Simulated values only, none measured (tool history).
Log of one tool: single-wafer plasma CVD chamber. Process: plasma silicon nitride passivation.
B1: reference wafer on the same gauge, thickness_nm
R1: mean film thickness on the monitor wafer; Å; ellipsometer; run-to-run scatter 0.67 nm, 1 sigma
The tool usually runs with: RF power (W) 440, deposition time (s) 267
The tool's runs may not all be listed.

run 1 hour=0.0 | RF_power_(W)=440 deposition_time_(s)=302 | B1=333.943 | R1=4043.01
run 2 hour=20.5 | RF_power_(W)=440 deposition_time_(s)=302 | B1=334.019 | R1=4046.85
run 3 hour=43.0 | RF_power_(W)=440 deposition_time_(s)=302 | B1=333.878 | R1=4046.83
run 4 hour=80.9 | RF_power_(W)=440 deposition_time_(s)=267 | B1=333.946 | R1=3571.77
run 5 hour=109.2 | RF_power_(W)=440 deposition_time_(s)=267 | B1=333.936 | R1=3556.50
run 6 hour=122.4 | RF_power_(W)=440 deposition_time_(s)=225 | B1=334.120 | R1=2995.50
-- hour=124.4 gauge calibrated
run 7 hour=151.3 | RF_power_(W)=440 deposition_time_(s)=225 | B1=333.973 | R1=2994.09
run 8 hour=210.0 | RF_power_(W)=440 deposition_time_(s)=267 | B1=334.151 | R1=3564.21
run 9 hour=233.3 | RF_power_(W)=440 deposition_time_(s)=267 | B1=333.890 | R1=3566.91
run 10 hour=246.7 | RF_power_(W)=440 deposition_time_(s)=267 | B1=334.150 | R1=3558.44
run 11 hour=265.6 | RF_power_(W)=440 deposition_time_(s)=267 | B1=334.007 | R1=3553.45
run 12 hour=284.4 | RF_power_(W)=440 deposition_time_(s)=267 | B1=334.069 | R1=3562.51
run 13 hour=302.6 | RF_power_(W)=440 deposition_time_(s)=267 | B1=333.939 | R1=3559.71
run 14 hour=399.3 | RF_power_(W)=440 deposition_time_(s)=267 | B1=334.040 | R1=3538.49
-- hour=409.6 showerhead replaced
run 15 hour=434.1 | RF_power_(W)=465 deposition_time_(s)=238 | B1=333.940 | R1=3212.80
-- hour=462.9 RF generator calibrated
run 16 hour=463.4 | RF_power_(W)=365 deposition_time_(s)=298 | B1=333.904 | R1=3846.30
run 17 hour=476.4 | RF_power_(W)=375 deposition_time_(s)=215 | B1=334.079 | R1=2792.64
run 18 hour=511.2 | RF_power_(W)=525 deposition_time_(s)=239 | B1=333.995 | R1=3408.69
run 19 hour=543.0 | RF_power_(W)=440 deposition_time_(s)=226 | B1=333.894 | R1=3074.75
-- hour=544.3 gauge calibrated
run 20 hour=570.9 | RF_power_(W)=440 deposition_time_(s)=267 | B1=334.001 | R1=3614.03
run 21 hour=601.1 | RF_power_(W)=405 deposition_time_(s)=267 | B1=333.975 | R1=3531.67
run 22 hour=618.6 | RF_power_(W)=520 deposition_time_(s)=267 | B1=334.035 | R1=3786.75
run 23 hour=650.7 | RF_power_(W)=505 deposition_time_(s)=227 | B1=333.915 | R1=3209.05
run 24 hour=674.4 | RF_power_(W)=410 deposition_time_(s)=239 | B1=334.044 | R1=3170.69
run 25 hour=687.7 | RF_power_(W)=410 deposition_time_(s)=267 | B1=334.108 | R1=3565.33

Each row is a separate what-if for the run after 25, all from the same tool condition, not one after another. Results?
run A hour=688.2 | RF_power_(W)=440 deposition_time_(s)=311 | B1=? | R1=?
run B hour=688.2 | RF_power_(W)=390 deposition_time_(s)=253 | B1=? | R1=?
run C hour=688.2 | RF_power_(W)=510 deposition_time_(s)=220 | B1=? | R1=?

run=A B1=333.965 R1=4203.60
run=B B1=333.965 R1=3309.06
run=C B1=333.965 R1=3097.12
Stripped of hidden state, with their random variation kept, the same runs would have yielded:
run=A R1=4235.40
run=B R1=3334.10
run=C R1=3120.56

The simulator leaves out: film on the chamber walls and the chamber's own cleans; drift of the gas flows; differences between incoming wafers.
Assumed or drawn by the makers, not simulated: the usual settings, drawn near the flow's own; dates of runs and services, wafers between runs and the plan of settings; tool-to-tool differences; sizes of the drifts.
